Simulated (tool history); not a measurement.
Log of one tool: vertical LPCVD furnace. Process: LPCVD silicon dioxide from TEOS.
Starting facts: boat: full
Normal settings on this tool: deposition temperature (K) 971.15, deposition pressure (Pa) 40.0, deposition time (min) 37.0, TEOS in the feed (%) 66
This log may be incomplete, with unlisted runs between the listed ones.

run	hour	deposition temperature (K)	deposition pressure (Pa)	deposition time (min)	TEOS in the feed (%)	wafers since the last listed run	hours since the last temperature calibration	hours since the pressure gauge was zeroed	hours since the TEOS flow controller was replaced	hours since the gauge calibration	read-back reference wafer on the same gauge, thickness	film thickness on the monitor wafer in the middle of the boat (angstrom)
1	0.0	971.15	40.0	37.0	66	0	2725.1	3761.4	5765.1	1096.3	223.82	2469.6
2	71.9	971.15	40.0	37.0	66	1129	2797.0	3833.3	5837.0	1168.2	224.07	2457.9
3	137.7	971.15	40.0	37.0	66	1033	2862.8	3899.1	5902.8	1234.0	224.34	2450.9
4	238.9	971.15	40.0	37.0	66	1589	2964.0	4000.3	6004.0	1335.2	223.99	2441.2
5	272.9	968.15	40.0	37.0	66	534	2998.0	4034.3	6038.0	1369.2	224.18	2289.1
6	307.1	971.15	40.0	37.0	66	537	3032.2	4068.5	6072.2	1403.4	223.99	2447.0
7	373.0	971.15	40.0	37.0	66	1035	3098.1	4134.4	6138.1	1469.3	224.03	2457.7
8	472.4	971.15	40.0	37.0	66	1561	3197.5	4233.8	6237.5	1568.7	224.02	2452.2
9	511.3	971.15	40.0	37.0	66	611	3236.4	4272.7	6276.4	1607.6	223.95	2437.9
10	578.6	971.15	40.0	31.5	66	1057	3303.7	4340.0	6343.7	1674.9	223.82	2078.5
11	607.9	971.15	40.0	31.5	66	460	3333.0	4369.3	6373.0	1704.2	223.87	2066.9
# hour 653.3: TEOS flow controller replaced
12	653.8	971.15	40.0	31.5	66	344	3378.9	4415.2	0.5	1750.1	224.38	2073.5
13	690.4	971.15	40.0	37.0	66	575	3415.5	4451.8	37.1	1786.7	224.17	2449.5
14	747.9	971.15	40.0	37.0	66	903	3473.0	4509.3	94.6	1844.2	224.09	2449.4
# hour 781.2: pressure gauge zeroed
15	781.7	977.15	40.0	37.0	66	153	3506.8	0.5	128.4	1878.0	224.04	2874.7
16	831.3	967.15	40.0	37.0	76	779	3556.4	50.1	178.0	1927.6	224.03	2439.4
17	860.3	971.15	40.0	37.0	58	455	3585.4	79.1	207.0	1956.6	224.21	2333.5
18	914.9	971.15	34.7	37.0	54	857	3640.0	133.7	261.6	2011.2	223.98	2102.8
19	958.8	971.15	40.0	37.0	66	689	3683.9	177.6	305.5	2055.1	224.02	2500.2
20	990.7	971.15	46.0	37.0	66	501	3715.8	209.5	337.4	2087.0	223.94	2667.6
# hour 1038.4: thermocouples replaced and temperature profile calibrated
21	1061.3	977.15	31.3	23.5	72	732	22.9	280.1	408.0	2157.6	223.91	1682.6
22	1124.4	968.15	40.0	37.0	75	991	86.0	343.2	471.1	2220.7	224.11	2490.2
23	1188.6	971.15	36.7	37.0	70	1008	150.2	407.4	535.3	2284.9	224.05	2450.5
24	1238.2	971.15	40.0	37.0	66	779	199.8	457.0	584.9	2334.5	224.25	2497.8
25	1282.5	971.15	35.3	28.0	66	696	244.1	501.3	629.2	2378.8	224.08	1768.2
# hour 1372.4: gauge calibrated
26	1481.8	975.15	43.3	41.5	58	3131	443.4	700.6	828.5	109.4	224.11	3004.9
27	1519.3	971.15	40.0	37.0	66	589	480.9	738.1	866.0	146.9	224.05	2490.7
28	1576.1	971.15	40.0	37.0	66	892	537.7	794.9	922.8	203.7	224.01	2492.4
29	1646.0	978.15	40.0	37.0	53	1098	607.6	864.8	992.7	273.6	224.16	2618.9
30	1692.6	971.15	40.0	37.0	66	732	654.2	911.4	1039.3	320.2	224.13	2499.8
31	1724.0	971.15	40.0	37.0	66	493	685.6	942.8	1070.7	351.6	223.66	2489.3
32	1909.4	971.15	40.0	37.0	66	2912	871.0	1128.2	1256.1	537.0	224.18	2485.4

Predict each of these 3 candidate next runs independently; none follows another, all start after run 32:
A	1914.2	971.15	40.0	37.0	66	75	875.8	1133.0	1260.9	541.8	?	?
B	1914.2	979.15	40.0	37.0	66	75	875.8	1133.0	1260.9	541.8	?	?
C	1914.2	976.15	33.3	31.0	58	75	875.8	1133.0	1260.9	541.8	?	?

run	read-back reference wafer on the same gauge, thickness	film thickness on the monitor wafer in the middle of the boat (angstrom)
A	224.18	2478.1
B	224.18	2982.6
C	224.18	1994.6
With no hidden state in the tool, these same runs would have given:
run	film thickness on the monitor wafer in the middle of the boat (angstrom)
A	2484.4
B	2990.1
C	2000.7
